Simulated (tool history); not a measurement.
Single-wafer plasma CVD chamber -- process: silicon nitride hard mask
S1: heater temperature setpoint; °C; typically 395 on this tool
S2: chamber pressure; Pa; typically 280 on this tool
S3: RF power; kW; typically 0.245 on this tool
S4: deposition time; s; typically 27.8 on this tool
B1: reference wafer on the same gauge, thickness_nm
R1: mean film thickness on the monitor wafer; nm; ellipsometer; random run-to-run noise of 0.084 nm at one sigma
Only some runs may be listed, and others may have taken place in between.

run	hour	S1	S2	S3	S4	B1	R1
1	0.0	395	280	0.205	27.8	23.700	25.385
2	23.9	395	280	0.205	27.8	23.685	25.464
3	39.4	387	280	0.245	27.8	23.718	28.541
4	115.8	387	280	0.245	27.8	23.724	28.414
5	151.0	395	280	0.245	27.8	23.722	28.512
6	167.2	387	280	0.245	30.5	23.717	31.172
7	200.1	405	280	0.280	25.1	23.702	27.784
# hour 217.6: showerhead replaced, of another model than before
8	222.4	395	280	0.245	27.8	23.685	28.541
# hour 237.9: gauge calibrated
9	255.4	395	280	0.245	27.8	23.687	28.491
# hour 276.6: RF generator calibrated
10	277.1	410	280	0.245	25.7	23.714	26.687
11	294.5	395	280	0.245	27.8	23.702	29.117
12	319.6	395	280	0.245	27.8	23.683	29.062
13	336.5	395	280	0.280	27.8	23.665	31.144
14	354.1	395	280	0.245	27.8	23.681	29.165
15	385.8	395	280	0.215	29.9	23.695	29.198
# hour 424.2: capacitance manometer re-zeroed and calibrated
16	424.7	388	280	0.245	25.8	23.695	27.047
17	455.3	395	307	0.245	27.8	23.701	29.912
18	482.0	395	280	0.245	27.8	23.699	29.030
19	513.0	395	280	0.285	23.2	23.719	26.247
20	530.4	395	280	0.245	27.8	23.692	29.006
21	556.4	390	341	0.245	31.0	23.702	34.412
22	571.0	391	245	0.215	30.8	23.689	29.040
23	583.6	395	280	0.280	27.8	23.689	30.827
24	595.9	395	280	0.200	23.0	23.693	21.809
25	646.8	409	349	0.215	33.3	23.682	34.357
26	673.5	404	280	0.245	27.8	23.714	28.908
27	706.2	401	280	0.245	27.8	23.732	28.936
28	728.5	395	280	0.245	27.8	23.696	29.036
29	744.9	395	280	0.245	27.8	23.685	28.862
30	766.8	409	240	0.275	27.8	23.710	29.199

Each row is a separate what-if for the run after 30, all from the same tool condition, not one after another. Results?
A	767.2	380	280	0.245	27.8	?	?
B	767.2	407	280	0.270	29.7	?	?
C	767.2	395	280	0.245	23.6	?	?

run	B1	R1
A	23.696	29.156
B	23.696	32.218
C	23.696	24.585
What these runs would have given with no unlogged condition in the tool:
run	R1
A	29.347
B	32.429
C	24.747

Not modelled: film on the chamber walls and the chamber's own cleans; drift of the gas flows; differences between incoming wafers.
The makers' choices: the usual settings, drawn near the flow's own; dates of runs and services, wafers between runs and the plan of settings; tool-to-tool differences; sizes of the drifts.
